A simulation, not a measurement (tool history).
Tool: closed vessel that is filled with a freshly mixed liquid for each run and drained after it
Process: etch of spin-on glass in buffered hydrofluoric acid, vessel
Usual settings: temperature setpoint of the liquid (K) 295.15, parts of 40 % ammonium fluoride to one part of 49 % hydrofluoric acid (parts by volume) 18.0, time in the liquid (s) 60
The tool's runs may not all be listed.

run	day	temperature setpoint of the liquid (K)	parts of 40 % ammonium fluoride to one part of 49 % hydrofluoric acid (parts by volume)	time in the liquid (s)	read-back film thickness of the spin-on glass reference wafer, read on the same gauge (nm)	thickness taken off the spin-on glass on a monitor wafer (nm)
1	0.000	295.15	18.0	60	89.98	56.70
# day 0.396: hydrofluoric acid flow meter replaced
2	2.042	295.15	18.0	60	89.98	55.16
3	3.958	292.15	18.0	60	90.01	46.62
4	6.317	292.15	18.0	60	89.99	46.29
5	7.842	292.15	18.0	60	90.01	47.02
6	9.083	295.15	13.0	75	89.99	94.96
# day 11.271: gauge calibrated
7	11.612	295.15	13.0	75	90.02	94.51
8	13.533	295.15	13.0	75	90.00	93.79
9	14.738	295.15	20.5	60	89.98	47.76
10	15.896	299.15	24.0	80	90.02	71.66
11	18.225	295.15	18.0	50	89.99	45.32
12	20.650	295.15	18.0	60	89.98	53.47

Forecast run 13:
# day 21.133: thermometer replaced
13	21.917	292.15	18.0	60	?	?

Run 13 gave read-back film thickness of the spin-on glass reference wafer, read on the same gauge (nm) 89.99, thickness taken off the spin-on glass on a monitor wafer (nm) 55.89.
Without the tool's hidden state the same run would have given thickness taken off the spin-on glass on a monitor wafer (nm) 56.17.
